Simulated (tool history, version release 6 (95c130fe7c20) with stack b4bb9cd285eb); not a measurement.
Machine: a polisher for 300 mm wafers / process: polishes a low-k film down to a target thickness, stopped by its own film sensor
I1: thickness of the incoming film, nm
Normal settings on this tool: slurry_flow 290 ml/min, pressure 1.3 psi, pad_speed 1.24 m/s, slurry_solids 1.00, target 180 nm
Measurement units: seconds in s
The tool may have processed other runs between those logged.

run 1 hour=0.0 | slurry_flow=290 pressure=1.3 pad_speed=1.24 slurry_solids=1.00 target=180 | I1=214.6 | seconds=147.4
-- hour=35.0 conditioning disc replaced and pad reconditioned
run 2 hour=70.5 | slurry_flow=290 pressure=1.3 pad_speed=1.24 slurry_solids=1.00 target=180 | I1=206.7 | seconds=117.3
-- hour=108.1 slurry blender recalibrated
run 3 hour=148.2 | slurry_flow=290 pressure=1.3 pad_speed=1.24 slurry_solids=1.00 target=180 | I1=208.6 | seconds=103.0
-- hour=232.2 worn pad replaced by a new one
-- hour=288.2 slurry nozzle cleaned
run 4 hour=431.7 | slurry_flow=290 pressure=1.3 pad_speed=1.24 slurry_solids=1.00 target=180 | I1=211.5 | seconds=127.8
run 5 hour=521.2 | slurry_flow=290 pressure=1.3 pad_speed=1.24 slurry_solids=1.00 target=180 | I1=207.9 | seconds=114.6
run 6 hour=560.2 | slurry_flow=290 pressure=1.3 pad_speed=1.24 slurry_solids=1.00 target=180 | I1=208.0 | seconds=118.8
-- hour=613.0 slurry blender recalibrated
run 7 hour=621.6 | slurry_flow=290 pressure=1.3 pad_speed=1.24 slurry_solids=1.00 target=180 | I1=211.2 | seconds=117.3
-- hour=665.1 conditioning disc replaced and pad reconditioned
run 8 hour=801.0 | slurry_flow=290 pressure=1.3 pad_speed=1.24 slurry_solids=1.00 target=180 | I1=208.2 | seconds=107.3
-- hour=806.9 worn pad replaced by a new one
run 9 hour=885.6 | slurry_flow=290 pressure=1.3 pad_speed=1.24 slurry_solids=1.00 target=180 | I1=208.1 | seconds=114.1
-- hour=950.5 slurry nozzle cleaned
run 10 hour=964.0 | slurry_flow=290 pressure=1.1 pad_speed=1.12 slurry_solids=1.10 target=175 | I1=209.7 | seconds=166.6
-- hour=997.8 head pressure recalibrated
run 11 hour=1010.0 | slurry_flow=290 pressure=1.3 pad_speed=1.24 slurry_solids=1.00 target=180 | I1=211.3 | seconds=129.2
run 12 hour=1081.1 | slurry_flow=290 pressure=0.9 pad_speed=1.10 slurry_solids=1.15 target=187 | I1=209.1 | seconds=129.9
run 13 hour=1133.8 | slurry_flow=380 pressure=1.3 pad_speed=0.84 slurry_solids=1.00 target=180 | I1=207.6 | seconds=159.5
-- hour=1139.4 slurry blender recalibrated
run 14 hour=1191.4 | slurry_flow=235 pressure=0.9 pad_speed=1.24 slurry_solids=1.15 target=186 | I1=214.0 | seconds=137.8
-- hour=1218.7 conditioning disc replaced and pad reconditioned
run 15 hour=1237.7 | slurry_flow=365 pressure=1.5 pad_speed=1.10 slurry_solids=0.80 target=180 | I1=208.5 | seconds=113.0
run 16 hour=1289.8 | slurry_flow=290 pressure=1.3 pad_speed=1.24 slurry_solids=1.00 target=180 | I1=208.2 | seconds=106.6
-- hour=1373.4 worn pad replaced by a new one
run 17 hour=1379.6 | slurry_flow=290 pressure=1.3 pad_speed=1.24 slurry_solids=1.00 target=180 | I1=211.2 | seconds=120.5
run 18 hour=1448.4 | slurry_flow=290 pressure=1.7 pad_speed=1.66 slurry_solids=1.00 target=180 | I1=211.0 | seconds=75.4
-- hour=1472.2 slurry nozzle cleaned
run 19 hour=1554.9 | slurry_flow=290 pressure=1.0 pad_speed=1.24 slurry_solids=1.00 target=172 | I1=209.2 | seconds=197.1
-- hour=1635.1 slurry blender recalibrated
run 20 hour=1647.4 | slurry_flow=385 pressure=0.9 pad_speed=1.06 slurry_solids=1.25 target=180 | I1=208.6 | seconds=142.9
run 21 hour=1688.1 | slurry_flow=290 pressure=1.8 pad_speed=1.24 slurry_solids=1.00 target=180 | I1=209.2 | seconds=80.4
-- hour=1717.3 conditioning disc replaced and pad reconditioned
-- hour=1894.7 worn pad replaced by a new one
run 22 hour=1964.2 | slurry_flow=200 pressure=1.3 pad_speed=1.24 slurry_solids=0.85 target=180 | I1=209.7 | seconds=138.2
run 23 hour=2046.1 | slurry_flow=290 pressure=1.8 pad_speed=0.96 slurry_solids=1.10 target=180 | I1=212.8 | seconds=118.3
-- hour=2137.1 slurry nozzle cleaned
-- hour=2137.6 slurry blender recalibrated
run 24 hour=2150.9 | slurry_flow=290 pressure=1.3 pad_speed=1.24 slurry_solids=1.00 target=180 | I1=207.0 | seconds=97.7
run 25 hour=2198.2 | slurry_flow=290 pressure=1.3 pad_speed=1.24 slurry_solids=1.00 target=180 | I1=209.3 | seconds=111.0
-- hour=2238.5 head pressure recalibrated
run 26 hour=2288.2 | slurry_flow=290 pressure=1.3 pad_speed=1.24 slurry_solids=1.00 target=180 | I1=213.8 | seconds=132.4

3 ways to go on from here, each from the tool as it stands after run 26. What would each give?
run A hour=2288.6 | slurry_flow=290 pressure=1.3 pad_speed=1.24 slurry_solids=0.75 target=180 | I1=210.5 | seconds=?
run B hour=2288.6 | slurry_flow=250 pressure=1.3 pad_speed=1.24 slurry_solids=0.85 target=188 | I1=210.5 | seconds=?
run C hour=2288.6 | slurry_flow=290 pressure=1.7 pad_speed=1.24 slurry_solids=1.00 target=176 | I1=210.5 | seconds=?

run=A seconds=137.5
run=B seconds=94.7
run=C seconds=102.1
The same runs, with their run-to-run variation unchanged, on a tool lacking any hidden condition would have given:
run=A seconds=128.6
run=B seconds=89.0
run=C seconds=96.5

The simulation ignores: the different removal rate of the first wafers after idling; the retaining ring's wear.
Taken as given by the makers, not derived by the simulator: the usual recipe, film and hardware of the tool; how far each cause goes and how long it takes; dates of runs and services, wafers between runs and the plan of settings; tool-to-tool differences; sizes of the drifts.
